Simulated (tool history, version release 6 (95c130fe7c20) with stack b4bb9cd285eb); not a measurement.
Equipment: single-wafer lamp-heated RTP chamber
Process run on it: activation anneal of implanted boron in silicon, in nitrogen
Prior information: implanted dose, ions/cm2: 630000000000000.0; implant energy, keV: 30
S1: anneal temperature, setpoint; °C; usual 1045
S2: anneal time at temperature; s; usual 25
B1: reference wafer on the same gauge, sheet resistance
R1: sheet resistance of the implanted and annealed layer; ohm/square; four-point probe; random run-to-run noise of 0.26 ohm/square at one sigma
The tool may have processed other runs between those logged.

{"run": 1, "day": 0.0, "S1": 1034, "S2": 25, "B1": 180.05, "R1": 178.42}
{"run": 2, "day": 0.729, "S1": 1034, "S2": 25, "B1": 180.16, "R1": 178.71}
{"run": 3, "day": 1.471, "S1": 1045, "S2": 25, "B1": 180.13, "R1": 178.1}
{"run": 4, "day": 2.15, "S1": 1045, "S2": 25, "B1": 180.22, "R1": 177.82}
{"day": 3.875, "done": "pyrometer window cleaned and pyrometer calibrated"}
{"run": 5, "day": 4.058, "S1": 1045, "S2": 25, "B1": 180.2, "R1": 178.26}
{"run": 6, "day": 4.762, "S1": 1045, "S2": 25, "B1": 180.26, "R1": 178.49}
{"run": 7, "day": 5.296, "S1": 1045, "S2": 25, "B1": 180.32, "R1": 178.05}
{"run": 8, "day": 5.604, "S1": 1045, "S2": 25, "B1": 180.27, "R1": 177.8}
{"run": 9, "day": 5.992, "S1": 1045, "S2": 25, "B1": 180.32, "R1": 178.28}
{"run": 10, "day": 6.367, "S1": 1045, "S2": 25, "B1": 180.33, "R1": 177.85}
{"run": 11, "day": 6.646, "S1": 1045, "S2": 18, "B1": 180.34, "R1": 179.13}
{"run": 12, "day": 7.258, "S1": 1045, "S2": 18, "B1": 180.4, "R1": 178.34}
{"run": 13, "day": 8.546, "S1": 1045, "S2": 18, "B1": 180.34, "R1": 178.44}
{"run": 14, "day": 8.875, "S1": 1045, "S2": 34, "B1": 180.33, "R1": 177.98}
{"day": 9.15, "done": "gauge calibrated"}
{"run": 15, "day": 9.325, "S1": 1045, "S2": 25, "B1": 177.66, "R1": 175.42}
{"run": 16, "day": 9.983, "S1": 1036, "S2": 30, "B1": 177.93, "R1": 176.16}
{"run": 17, "day": 10.55, "S1": 1045, "S2": 25, "B1": 178.08, "R1": 175.76}
{"run": 18, "day": 11.079, "S1": 1045, "S2": 25, "B1": 178.18, "R1": 176.12}
{"day": 11.862, "done": "reflector plate cleaned"}
{"run": 19, "day": 11.883, "S1": 1024, "S2": 20, "B1": 178.42, "R1": 178.63}
{"run": 20, "day": 11.996, "S1": 1063, "S2": 32, "B1": 178.47, "R1": 173.86}
{"run": 21, "day": 12.442, "S1": 1045, "S2": 25, "B1": 178.56, "R1": 176.78}
{"run": 22, "day": 13.067, "S1": 1054, "S2": 18, "B1": 178.7, "R1": 176.74}
{"run": 23, "day": 13.633, "S1": 1066, "S2": 10, "B1": 178.8, "R1": 177.44}
{"run": 24, "day": 14.292, "S1": 1070, "S2": 39, "B1": 178.88, "R1": 174.3}
{"run": 25, "day": 14.742, "S1": 1028, "S2": 35, "B1": 178.99, "R1": 177.52}
{"run": 26, "day": 15.421, "S1": 1072, "S2": 40, "B1": 179.05, "R1": 173.98}
{"run": 27, "day": 15.9, "S1": 1072, "S2": 12, "B1": 179.16, "R1": 177.16}
{"run": 28, "day": 16.567, "S1": 1045, "S2": 25, "B1": 179.24, "R1": 176.85}
{"day": 17.042, "done": "pyrometer window cleaned and pyrometer calibrated"}
{"run": 29, "day": 17.062, "S1": 1025, "S2": 36, "B1": 179.28, "R1": 177.85}
{"run": 30, "day": 17.325, "S1": 1045, "S2": 25, "B1": 179.28, "R1": 176.85}
{"run": 31, "day": 17.871, "S1": 1018, "S2": 35, "B1": 179.32, "R1": 179.43}
{"run": 32, "day": 18.538, "S1": 1016, "S2": 14, "B1": 179.51, "R1": 181.31}
{"run": 33, "day": 19.071, "S1": 1017, "S2": 37, "B1": 179.57, "R1": 179.29}
{"run": 34, "day": 20.512, "S1": 1017, "S2": 25, "B1": 179.72, "R1": 180.32}
{"run": 35, "day": 20.767, "S1": 1045, "S2": 25, "B1": 179.69, "R1": 177.53}
{"run": 36, "day": 21.508, "S1": 1065, "S2": 16, "B1": 179.65, "R1": 177.39}

Predict each of these 3 candidate next runs independently; none follows another, all start after run 36:
{"run": "A", "day": 21.525, "S1": 1045, "S2": 25, "B1": "?", "R1": "?"}
{"run": "B", "day": 21.525, "S1": 1024, "S2": 35, "B1": "?", "R1": "?"}
{"run": "C", "day": 21.525, "S1": 1036, "S2": 38, "B1": "?", "R1": "?"}

run=A B1=179.70 R1=177.50
run=B B1=179.70 R1=178.81
run=C B1=179.70 R1=177.25
With the hidden condition removed and each run's random variation left untouched, the same runs would have given:
run=A R1=175.79
run=B R1=177.09
run=C R1=175.54

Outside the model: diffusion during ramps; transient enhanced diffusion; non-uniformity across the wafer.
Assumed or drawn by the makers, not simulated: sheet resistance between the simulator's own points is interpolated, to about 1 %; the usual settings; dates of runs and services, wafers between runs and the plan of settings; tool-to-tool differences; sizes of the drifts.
